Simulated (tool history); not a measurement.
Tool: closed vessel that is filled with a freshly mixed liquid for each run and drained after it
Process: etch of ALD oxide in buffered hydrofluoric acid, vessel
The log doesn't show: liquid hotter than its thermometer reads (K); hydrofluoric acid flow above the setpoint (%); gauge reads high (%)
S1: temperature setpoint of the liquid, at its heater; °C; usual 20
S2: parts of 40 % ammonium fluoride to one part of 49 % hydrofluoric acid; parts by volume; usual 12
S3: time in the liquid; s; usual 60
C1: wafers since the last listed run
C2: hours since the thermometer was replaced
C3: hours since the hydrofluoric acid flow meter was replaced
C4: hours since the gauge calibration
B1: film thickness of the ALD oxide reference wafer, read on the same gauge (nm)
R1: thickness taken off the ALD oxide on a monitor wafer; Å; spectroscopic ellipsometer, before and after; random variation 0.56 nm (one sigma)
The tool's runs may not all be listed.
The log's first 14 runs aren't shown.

run	hour	S1	S2	S3	C1	C2	C3	C4	B1	R1
# hour 984.3: thermometer replaced
15	984.8	20	12	60	9335	0.5	1365.7	1969.1	120	716.4
16	1077.2	20	12	60	8077	92.9	1458.1	2061.5	120.01	728.7
17	1139.6	20	15.5	75	5454	155.3	1520.5	2123.9	119.99	704.6
18	1201.7	24.5	7	40	5428	217.4	1582.6	2186	120.01	1047.5
19	1248.1	20	12	60	4056	263.8	1629	2232.4	119.98	725.2
20	1316.1	18	12	50	5944	331.8	1697	2300.4	120	548.6
21	1470.1	20	13.5	60	13461	485.8	1851	2454.4	120	662.7
22	1561.5	20	15	60	7989	577.2	1942.4	2545.8	120	591
23	1643.6	17	10.5	80	7176	659.3	2024.5	2627.9	120	944.3
24	1682	23.5	12	75	3356	697.7	2062.9	2666.3	120.01	1154.5
# hour 1689: hydrofluoric acid flow meter replaced
25	1777.2	17	14.5	60	8234	792.9	88.2	2761.5	120.02	482.9
26	1819	17.5	12	40	3653	834.7	130	2803.3	120.01	401.8
# hour 1837.2: gauge calibrated
27	1911.3	20	12	80	8068	927	222.3	74.1	120.01	921.3
28	2011.2	18	7.5	60	8732	1026.9	322.2	174	120	971.3
29	2077.4	17.5	10	40	5786	1093.1	388.4	240.2	120	477.7
30	2116.9	20	12	30	3452	1132.6	427.9	279.7	120.01	351.5
31	2223.8	20	12	80	9344	1239.5	534.8	386.6	120	932.9
# hour 2270.5: thermometer replaced
32	2276.2	24.5	9	85	4493	5.7	587.2	439	120	1618.4
33	2347.7	18	7.5	60	6250	77.2	658.7	510.5	120	986.5
34	2400.5	20	13.5	60	4615	130	711.5	563.3	120	626.7
35	2455.6	21.5	16.5	40	4816	185.1	766.6	618.4	120	374.1

Forecast each of these 3 alternatives for the next run:
A	2456.3	20	8	60	61	185.8	767.3	619.1	?	?
B	2456.3	24.5	12	60	61	185.8	767.3	619.1	?	?
C	2456.3	20	9	60	61	185.8	767.3	619.1	?	?

run	B1	R1
A	119.99	1042.4
B	119.99	917.9
C	119.99	917.3
Without the tool's hidden state the same runs would have given:
run	R1
A	1005.7
B	888.7
C	885

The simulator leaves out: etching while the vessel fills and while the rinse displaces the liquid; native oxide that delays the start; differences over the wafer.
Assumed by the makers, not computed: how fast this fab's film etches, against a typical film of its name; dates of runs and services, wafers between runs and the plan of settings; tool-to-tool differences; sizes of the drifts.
